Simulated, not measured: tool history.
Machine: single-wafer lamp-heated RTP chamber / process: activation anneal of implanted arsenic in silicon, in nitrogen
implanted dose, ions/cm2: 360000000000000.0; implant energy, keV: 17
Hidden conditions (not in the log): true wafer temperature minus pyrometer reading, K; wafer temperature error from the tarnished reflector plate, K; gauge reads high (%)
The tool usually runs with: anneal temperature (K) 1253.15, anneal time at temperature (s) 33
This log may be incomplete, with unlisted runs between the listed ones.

run,day,anneal temperature (K),anneal time at temperature (s),wafers since the last listed run,wafers since the last pyrometer calibration,wafers since the reflector plate was cleaned,hours since the gauge calibration,"read-back reference wafer on the same gauge, sheet resistance",sheet resistance of the implanted and annealed layer (ohm/square)
1,0,1253.15,33,0,3177,767,1185,311.89,269.87
2,3.946,1253.15,33,1921,5098,2688,1279.7,311.96,269.93
3,7.321,1253.15,33,1643,6741,4331,1360.7,312.09,269.23
# day 9.05: pyrometer window cleaned and pyrometer calibrated
# day 9.492: reflector plate cleaned
4,11.267,1253.15,33,1596,917,864,1455.4,312.09,269.78
5,13.958,1273.15,33,1310,2227,2175,1520,312.08,267.12
6,17.154,1273.15,33,1555,3783,3731,1596.7,312.03,266.4
# day 19.8: gauge calibrated
7,21.075,1253.15,33,1908,5692,5640,30.6,312.07,269.89
# day 21.571: reflector plate cleaned
# day 24.292: pyrometer window cleaned and pyrometer calibrated
8,24.308,1266.15,33,1249,8,1171,108.2,311.95,268.88
9,27.408,1253.15,33,1509,1517,2680,182.6,312.07,269.89
10,29.017,1226.15,33,783,2300,3463,221.2,312.01,272.3
11,32.925,1267.15,19,1902,4203,5366,315,312.01,270.49
# day 34.867: reflector plate cleaned
12,35.533,1239.15,33,1107,5311,324,377.6,311.91,271.35
# day 38.629: pyrometer window cleaned and pyrometer calibrated
13,38.779,1273.15,33,1417,73,1742,455.5,311.9,268.69
14,42.088,1253.15,33,1610,1684,3352,534.9,312.01,270.34
15,43.942,1279.15,20,902,2586,4255,579.4,312.07,269.29
# day 46.1: reflector plate cleaned
16,47.433,1231.15,16,1537,4124,649,663.2,312.09,275.16
17,51.142,1253.15,33,1805,5929,2454,752.2,311.89,270.11
# day 51.683: pyrometer window cleaned and pyrometer calibrated
18,54.317,1241.15,33,1383,1281,3838,828.4,311.89,271.78
19,57.862,1253.15,33,1726,3007,5564,913.5,312.09,269.85

For some of the steps in sheet resistance of the implanted and annealed layer (ohm/square) from one run to the next: how much would appear even if the tool had no hidden state, given the settings, what came in and random variation, and how much remains for the hidden state plus any gauge scatter that the measured result and the result without hidden state don't share?
Run 12 -> 13: anneal temperature (K) 1239.15 -> 1273.15, pyrometer window cleaned and pyrometer calibrated. sheet resistance of the implanted and annealed layer (ohm/square) -2.66: hidden state +1.15, all else -3.81.
Run 15 -> 16: anneal temperature (K) 1279.15 -> 1231.15, anneal time at temperature (s) 20 -> 16, reflector plate cleaned. sheet resistance of the implanted and annealed layer (ohm/square) +5.87: hidden state +0.22, all else +5.65.

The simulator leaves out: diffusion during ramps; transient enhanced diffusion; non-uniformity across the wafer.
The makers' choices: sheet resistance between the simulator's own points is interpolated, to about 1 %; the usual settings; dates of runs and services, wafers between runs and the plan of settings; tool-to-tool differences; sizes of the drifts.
